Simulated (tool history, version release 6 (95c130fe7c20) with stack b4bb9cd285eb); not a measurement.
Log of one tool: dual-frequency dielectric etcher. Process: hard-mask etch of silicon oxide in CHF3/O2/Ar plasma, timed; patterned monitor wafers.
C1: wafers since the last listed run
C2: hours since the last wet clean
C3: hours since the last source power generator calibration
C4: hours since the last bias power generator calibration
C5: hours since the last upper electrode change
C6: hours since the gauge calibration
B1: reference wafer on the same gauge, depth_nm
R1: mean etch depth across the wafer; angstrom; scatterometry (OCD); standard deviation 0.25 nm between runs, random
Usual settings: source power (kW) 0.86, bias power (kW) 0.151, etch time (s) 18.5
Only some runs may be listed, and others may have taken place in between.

run 1 day=0 | source_power_(kW)=0.86 bias_power_(kW)=0.151 etch_time_(s)=16.5 | C1=0 C2=216.9 C3=1473.7 C4=3636 C5=4022.7 C6=120 | B1=38.99 | R1=335
run 2 day=1.288 | source_power_(kW)=0.86 bias_power_(kW)=0.151 etch_time_(s)=16.5 | C1=550 C2=247.8 C3=1504.6 C4=3666.9 C5=4053.6 C6=150.9 | B1=38.99 | R1=336
run 3 day=1.829 | source_power_(kW)=0.86 bias_power_(kW)=0.151 etch_time_(s)=18.5 | C1=231 C2=260.8 C3=1517.6 C4=3679.9 C5=4066.6 C6=163.9 | B1=39.03 | R1=380.3
run 4 day=3 | source_power_(kW)=0.86 bias_power_(kW)=0.151 etch_time_(s)=18.5 | C1=500 C2=288.9 C3=1545.7 C4=3708 C5=4094.7 C6=192 | B1=38.96 | R1=378.9
run 5 day=4.258 | source_power_(kW)=0.86 bias_power_(kW)=0.134 etch_time_(s)=18.5 | C1=538 C2=319.1 C3=1575.9 C4=3738.2 C5=4124.9 C6=222.2 | B1=39.03 | R1=362.8
run 6 day=5.508 | source_power_(kW)=0.86 bias_power_(kW)=0.134 etch_time_(s)=18.5 | C1=534 C2=349.1 C3=1605.9 C4=3768.2 C5=4154.9 C6=252.2 | B1=39.04 | R1=370.9
run 7 day=6.567 | source_power_(kW)=0.86 bias_power_(kW)=0.134 etch_time_(s)=18.5 | C1=452 C2=374.5 C3=1631.3 C4=3793.6 C5=4180.3 C6=277.6 | B1=38.99 | R1=366.8
-- day=7.633 wet clean of the chamber
run 8 day=7.654 | source_power_(kW)=0.86 bias_power_(kW)=0.151 etch_time_(s)=18.5 | C1=37 C2=0.5 C3=1657.4 C4=3819.7 C5=4206.4 C6=303.7 | B1=38.99 | R1=372
run 9 day=8.192 | source_power_(kW)=0.86 bias_power_(kW)=0.151 etch_time_(s)=18.5 | C1=229 C2=13.4 C3=1670.3 C4=3832.6 C5=4219.3 C6=316.6 | B1=38.98 | R1=367.2
-- day=8.829 source power generator calibrated
run 10 day=9.196 | source_power_(kW)=0.86 bias_power_(kW)=0.151 etch_time_(s)=18.5 | C1=358 C2=37.5 C3=8.8 C4=3856.7 C5=4243.4 C6=340.7 | B1=38.98 | R1=365.9
-- day=9.225 gauge calibrated
-- day=9.717 bias power generator calibrated
run 11 day=10.4 | source_power_(kW)=1.02 bias_power_(kW)=0.114 etch_time_(s)=17 | C1=443 C2=66.4 C3=37.7 C4=16.4 C5=4272.3 C6=28.2 | B1=39.03 | R1=320.3
run 12 day=11.575 | source_power_(kW)=0.8 bias_power_(kW)=0.151 etch_time_(s)=18.5 | C1=502 C2=94.6 C3=65.9 C4=44.6 C5=4300.5 C6=56.4 | B1=38.97 | R1=365.8
-- day=13.292 upper electrode replaced
run 13 day=13.312 | source_power_(kW)=0.78 bias_power_(kW)=0.131 etch_time_(s)=22.5 | C1=315 C2=136.3 C3=107.6 C4=86.3 C5=0.5 C6=98.1 | B1=39.02 | R1=428
run 14 day=13.838 | source_power_(kW)=0.97 bias_power_(kW)=0.173 etch_time_(s)=18.5 | C1=224 C2=148.9 C3=120.2 C4=98.9 C5=13.1 C6=110.7 | B1=39.03 | R1=406.7
run 15 day=14.796 | source_power_(kW)=0.69 bias_power_(kW)=0.182 etch_time_(s)=18.5 | C1=409 C2=171.9 C3=143.2 C4=121.9 C5=36.1 C6=133.7 | B1=39.08 | R1=387.1
run 16 day=15.708 | source_power_(kW)=1.02 bias_power_(kW)=0.114 etch_time_(s)=17 | C1=390 C2=193.8 C3=165.1 C4=143.8 C5=58 C6=155.6 | B1=39.01 | R1=324.8
run 17 day=16.571 | source_power_(kW)=0.86 bias_power_(kW)=0.151 etch_time_(s)=18.5 | C1=368 C2=214.5 C3=185.8 C4=164.5 C5=78.7 C6=176.3 | B1=39.04 | R1=376.3
run 18 day=18.008 | source_power_(kW)=0.73 bias_power_(kW)=0.164 etch_time_(s)=16.5 | C1=614 C2=249 C3=220.3 C4=199 C5=113.2 C6=210.8 | B1=38.97 | R1=339.6
run 19 day=18.717 | source_power_(kW)=0.75 bias_power_(kW)=0.177 etch_time_(s)=18.5 | C1=302 C2=266 C3=237.3 C4=216 C5=130.2 C6=227.8 | B1=39.05 | R1=397.4

Entry by entry between the runs, the difference in hidden state between the last listed run before and the first listed run after:
Between runs 7 and 8: wet clean of the chamber (day 7.633)
  etch rate over this chamber's usual, %: 3.69 -> 0.425
  what was measured, less what the result would be without the hidden state, R1: +13.1 -> +1.6 angstrom
Between runs 9 and 10: source power generator calibrated (day 8.829)
  etch rate over this chamber's usual, %: 0.567 -> 0.834
  what was measured, less what the result would be without the hidden state, R1: +2.1 -> +3 angstrom
Between runs 10 and 11: gauge calibrated (day 9.225); bias power generator calibrated (day 9.717)
  etch rate over this chamber's usual, %: 0.834 -> 1.15
  what was measured, less what the result would be without the hidden state, R1: +3 -> +3.7 angstrom
Between runs 12 and 13: upper electrode replaced (day 13.292)
  etch rate over this chamber's usual, %: 1.47 -> 1.93
  what was measured, less what the result would be without the hidden state, R1: +5.3 -> +8.1 angstrom

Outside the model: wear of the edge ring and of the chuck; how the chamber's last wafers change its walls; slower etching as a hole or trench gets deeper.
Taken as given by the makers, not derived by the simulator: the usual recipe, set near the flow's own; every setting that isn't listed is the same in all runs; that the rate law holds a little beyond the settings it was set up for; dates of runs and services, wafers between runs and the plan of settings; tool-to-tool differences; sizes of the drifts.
